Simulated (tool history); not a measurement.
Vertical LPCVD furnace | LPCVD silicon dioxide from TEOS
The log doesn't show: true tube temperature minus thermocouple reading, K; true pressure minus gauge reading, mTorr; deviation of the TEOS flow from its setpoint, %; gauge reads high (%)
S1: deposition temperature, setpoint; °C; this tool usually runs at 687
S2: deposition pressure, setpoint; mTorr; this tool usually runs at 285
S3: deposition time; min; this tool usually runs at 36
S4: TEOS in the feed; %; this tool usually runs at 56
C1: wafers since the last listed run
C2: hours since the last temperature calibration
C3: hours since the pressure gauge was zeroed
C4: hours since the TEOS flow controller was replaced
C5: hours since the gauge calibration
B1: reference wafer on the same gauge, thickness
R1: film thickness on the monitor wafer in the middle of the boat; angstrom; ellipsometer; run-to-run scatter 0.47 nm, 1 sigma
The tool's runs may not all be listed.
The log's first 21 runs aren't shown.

Run 22, hour 506: usual settings; C1 576; C2 230.5; C3 545.7; C4 428.3; C5 443.7; B1 153.84. Result: R1 1734.7 angstrom.
Run 23, hour 541.3: usual settings but S1 682 °C, S3 30.5 min; C1 669; C2 265.8; C3 581; C4 463.6; C5 479; B1 154.07. Result: R1 1301.2 angstrom.
Run 24, hour 564.5: usual settings but S2 315 mTorr, S3 23 min; C1 439; C2 289; C3 604.2; C4 486.8; C5 502.2; B1 153.98. Result: R1 1158 angstrom.
Run 25, hour 590.9: usual settings but S1 682 °C, S3 30.5 min; C1 500; C2 315.4; C3 630.6; C4 513.2; C5 528.6; B1 153.84. Result: R1 1301 angstrom.
Run 26, hour 621.3: usual settings; C1 576; C2 345.8; C3 661; C4 543.6; C5 559; B1 154.14. Result: R1 1734.1 angstrom.
Run 27, hour 652.3: usual settings; C1 587; C2 376.8; C3 692; C4 574.6; C5 590; B1 154.1. Result: R1 1733 angstrom.
Run 28, hour 667.3: usual settings but S1 695 °C, S3 23 min, S4 53 %; C1 284; C2 391.8; C3 707; C4 589.6; C5 605; B1 154.15. Result: R1 1307.2 angstrom.
Run 29, hour 702.3: usual settings but S3 45 min; C1 663; C2 426.8; C3 742; C4 624.6; C5 640; B1 154.19. Result: R1 2178.3 angstrom.
Run 30, hour 719.2: usual settings but S3 44.5 min, S4 62 %; C1 320; C2 443.7; C3 758.9; C4 641.5; C5 656.9; B1 153.89. Result: R1 2252.5 angstrom.

What if the next run were any one of these 5? Each begins from the tool's condition after run 30:
Run A, hour 723: usual settings but S2 330 mTorr; C1 72; C2 447.5; C3 762.7; C4 645.3; C5 660.7; B1 ?. Result: R1 ?.
Run B, hour 723: usual settings but S3 46 min, S4 62 %; C1 72; C2 447.5; C3 762.7; C4 645.3; C5 660.7; B1 ?. Result: R1 ?.
Run C, hour 723: usual settings but S1 679 °C; C1 72; C2 447.5; C3 762.7; C4 645.3; C5 660.7; B1 ?. Result: R1 ?.
Run D, hour 723: usual settings but S4 48 %; C1 72; C2 447.5; C3 762.7; C4 645.3; C5 660.7; B1 ?. Result: R1 ?.
Run E, hour 723: usual settings but S1 682 °C, S2 250 mTorr, S3 30.5 min, S4 62 %; C1 72; C2 447.5; C3 762.7; C4 645.3; C5 660.7; B1 ?. Result: R1 ?.

run      B1      R1
  A  153.99  1869.9
  B  153.99  2336.7
  C  153.99  1433.7
  D  153.99  1609.1
  E  153.99  1287.4
With no hidden state in the tool, these same runs would have given:
run      R1
  A  1827.4
  B  2283.2
  C  1400.4
  D  1572.2
  E  1257.4
